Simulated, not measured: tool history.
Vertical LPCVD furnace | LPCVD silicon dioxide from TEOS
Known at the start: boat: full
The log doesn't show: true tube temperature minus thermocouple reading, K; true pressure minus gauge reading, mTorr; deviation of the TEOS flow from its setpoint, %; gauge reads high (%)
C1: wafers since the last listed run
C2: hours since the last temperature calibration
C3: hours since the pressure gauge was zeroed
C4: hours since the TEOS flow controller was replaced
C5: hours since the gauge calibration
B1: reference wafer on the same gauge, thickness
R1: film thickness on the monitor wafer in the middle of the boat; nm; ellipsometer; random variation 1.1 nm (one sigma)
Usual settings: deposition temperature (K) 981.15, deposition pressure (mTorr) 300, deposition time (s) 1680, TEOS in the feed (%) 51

Run 1, day 0.000: usual settings; C1 0; C2 4303.2; C3 4619.0; C4 4395.9; C5 1654.3; B1 205.14. Result: R1 249.76 nm.
Run 2, day 2.608: usual settings but TEOS in the feed (%) 46; C1 655; C2 4365.8; C3 4681.6; C4 4458.5; C5 1716.9; B1 204.97. Result: R1 234.54 nm.
Run 3, day 4.550: usual settings but TEOS in the feed (%) 46; C1 487; C2 4412.4; C3 4728.2; C4 4505.1; C5 1763.5; B1 205.17. Result: R1 235.58 nm.
Run 4, day 5.683: usual settings but TEOS in the feed (%) 46; C1 284; C2 4439.6; C3 4755.4; C4 4532.3; C5 1790.7; B1 205.06. Result: R1 236.08 nm.
At day 7.896: gauge calibrated.
Run 5, day 8.571: usual settings; C1 725; C2 4508.9; C3 4824.7; C4 4601.6; C5 16.2; B1 204.69. Result: R1 247.07 nm.
Run 6, day 11.346: usual settings; C1 697; C2 4575.5; C3 4891.3; C4 4668.2; C5 82.8; B1 204.76. Result: R1 248.66 nm.
Run 7, day 12.925: usual settings; C1 396; C2 4613.4; C3 4929.2; C4 4706.1; C5 120.7; B1 205.16. Result: R1 250.31 nm.
Run 8, day 15.850: usual settings but TEOS in the feed (%) 58; C1 734; C2 4683.6; C3 4999.4; C4 4776.3; C5 190.9; B1 204.95. Result: R1 265.19 nm.
Run 9, day 18.467: usual settings but deposition temperature (K) 978.15; C1 657; C2 4746.4; C3 5062.2; C4 4839.1; C5 253.7; B1 205.00. Result: R1 233.17 nm.
Run 10, day 20.454: usual settings but deposition temperature (K) 978.15; C1 499; C2 4794.1; C3 5109.9; C4 4886.8; C5 301.4; B1 204.50. Result: R1 232.72 nm.
Run 11, day 23.333: usual settings; C1 723; C2 4863.2; C3 5179.0; C4 4955.9; C5 370.5; B1 205.04. Result: R1 249.40 nm.
Run 12, day 25.067: usual settings but deposition time (s) 1860; C1 435; C2 4904.8; C3 5220.6; C4 4997.5; C5 412.1; B1 205.18. Result: R1 274.98 nm.
At day 26.408: thermocouples replaced and temperature profile calibrated.
Run 13, day 27.371: usual settings but deposition temperature (K) 977.15, deposition pressure (mTorr) 230, deposition time (s) 1050, TEOS in the feed (%) 42; C1 327; C2 23.1; C3 5275.9; C4 5052.8; C5 467.4; B1 205.00. Result: R1 102.74 nm.
Run 14, day 29.638: usual settings; C1 569; C2 77.5; C3 5330.3; C4 5107.2; C5 521.8; B1 204.80. Result: R1 227.07 nm.
Run 15, day 31.412: usual settings but deposition temperature (K) 971.15, deposition pressure (mTorr) 365, deposition time (s) 2250, TEOS in the feed (%) 55; C1 445; C2 120.1; C3 5372.9; C4 5149.8; C5 564.4; B1 204.99. Result: R1 276.55 nm.
Run 16, day 33.075: usual settings; C1 417; C2 160.0; C3 5412.8; C4 5189.7; C5 604.3; B1 205.52. Result: R1 227.44 nm.
At day 34.204: pressure gauge zeroed.
Run 17, day 34.371: usual settings; C1 74; C2 191.1; C3 4.0; C4 5220.8; C5 635.4; B1 204.91. Result: R1 229.34 nm.
Run 18, day 36.142: usual settings but deposition pressure (mTorr) 355, TEOS in the feed (%) 59; C1 444; C2 233.6; C3 46.5; C4 5263.3; C5 677.9; B1 204.93. Result: R1 266.55 nm.
Run 19, day 37.433: usual settings but deposition temperature (K) 991.15, deposition time (s) 1260, TEOS in the feed (%) 45; C1 324; C2 264.6; C3 77.5; C4 5294.3; C5 708.9; B1 204.53. Result: R1 201.81 nm.
Run 20, day 39.046: usual settings but deposition temperature (K) 987.15, TEOS in the feed (%) 54; C1 405; C2 303.3; C3 116.2; C4 5333.0; C5 747.6; B1 204.84. Result: R1 271.85 nm.
Run 21, day 40.542: usual settings but deposition pressure (mTorr) 330; C1 375; C2 339.2; C3 152.1; C4 5368.9; C5 783.5; B1 204.90. Result: R1 240.86 nm.
Run 22, day 42.100: usual settings but deposition temperature (K) 976.15, deposition pressure (mTorr) 265, TEOS in the feed (%) 57; C1 391; C2 376.6; C3 189.5; C4 5406.3; C5 820.9; B1 205.10. Result: R1 201.66 nm.
At day 43.617: TEOS flow controller replaced.
Run 23, day 50.783: usual settings but deposition temperature (K) 987.15; C1 1930; C2 585.0; C3 397.9; C4 172.0; C5 1029.3; B1 205.09. Result: R1 267.81 nm.
Run 24, day 52.021: usual settings; C1 310; C2 614.7; C3 427.6; C4 201.7; C5 1059.0; B1 204.83. Result: R1 232.11 nm.
Run 25, day 53.171: usual settings but deposition pressure (mTorr) 355, TEOS in the feed (%) 59; C1 288; C2 642.3; C3 455.2; C4 229.3; C5 1086.6; B1 204.49. Result: R1 273.53 nm.
Run 26, day 55.988: usual settings but deposition temperature (K) 986.15, deposition pressure (mTorr) 350; C1 707; C2 709.9; C3 522.8; C4 296.9; C5 1154.2; B1 205.21. Result: R1 284.42 nm.
Run 27, day 58.558: usual settings; C1 645; C2 771.6; C3 584.5; C4 358.6; C5 1215.9; B1 204.68. Result: R1 235.35 nm.
Run 28, day 59.712: usual settings but deposition temperature (K) 986.15, deposition time (s) 1110, TEOS in the feed (%) 42; C1 289; C2 799.3; C3 612.2; C4 386.3; C5 1243.6; B1 204.74. Result: R1 156.66 nm.
Run 29, day 60.958: usual settings but deposition time (s) 1500; C1 313; C2 829.2; C3 642.1; C4 416.2; C5 1273.5; B1 205.24. Result: R1 211.23 nm.
Run 30, day 63.279: usual settings but TEOS in the feed (%) 45; C1 583; C2 884.9; C3 697.8; C4 471.9; C5 1329.2; B1 205.47. Result: R1 221.68 nm.
Run 31, day 65.779: usual settings but deposition time (s) 1260, TEOS in the feed (%) 56; C1 628; C2 944.9; C3 757.8; C4 531.9; C5 1389.2; B1 204.74. Result: R1 184.14 nm.
Run 32, day 68.062: usual settings; C1 573; C2 999.7; C3 812.6; C4 586.7; C5 1444.0; B1 205.04. Result: R1 234.55 nm.

Hidden state or all else? Some run-to-run changes of R1, split into what the settings, what came in and random variation would give without the hidden state, and what is left for the hidden state (with any gauge scatter that isn't in both results):
Run 12 -> 13: deposition temperature (K) 981.15 -> 977.15, deposition pressure (mTorr) 300 -> 230, deposition time (s) 1860 -> 1050, TEOS in the feed (%) 51 -> 42, thermocouples replaced and temperature profile calibrated. R1 -172.24 nm: hidden state -27.79, all else -144.45.
Run 13 -> 14: deposition temperature (K) 977.15 -> 981.15, deposition pressure (mTorr) 230 -> 300, deposition time (s) 1050 -> 1680, TEOS in the feed (%) 42 -> 51. R1 +124.33 nm: hidden state +2.61, all else +121.72.
Run 22 -> 23: deposition temperature (K) 976.15 -> 987.15, deposition pressure (mTorr) 265 -> 300, TEOS in the feed (%) 57 -> 51, TEOS flow controller replaced. R1 +66.15 nm: hidden state +4.43, all else +61.72.
Run 27 -> 28: deposition temperature (K) 981.15 -> 986.15, deposition time (s) 1680 -> 1110, TEOS in the feed (%) 51 -> 42. R1 -78.69 nm: hidden state -3.84, all else -74.85.

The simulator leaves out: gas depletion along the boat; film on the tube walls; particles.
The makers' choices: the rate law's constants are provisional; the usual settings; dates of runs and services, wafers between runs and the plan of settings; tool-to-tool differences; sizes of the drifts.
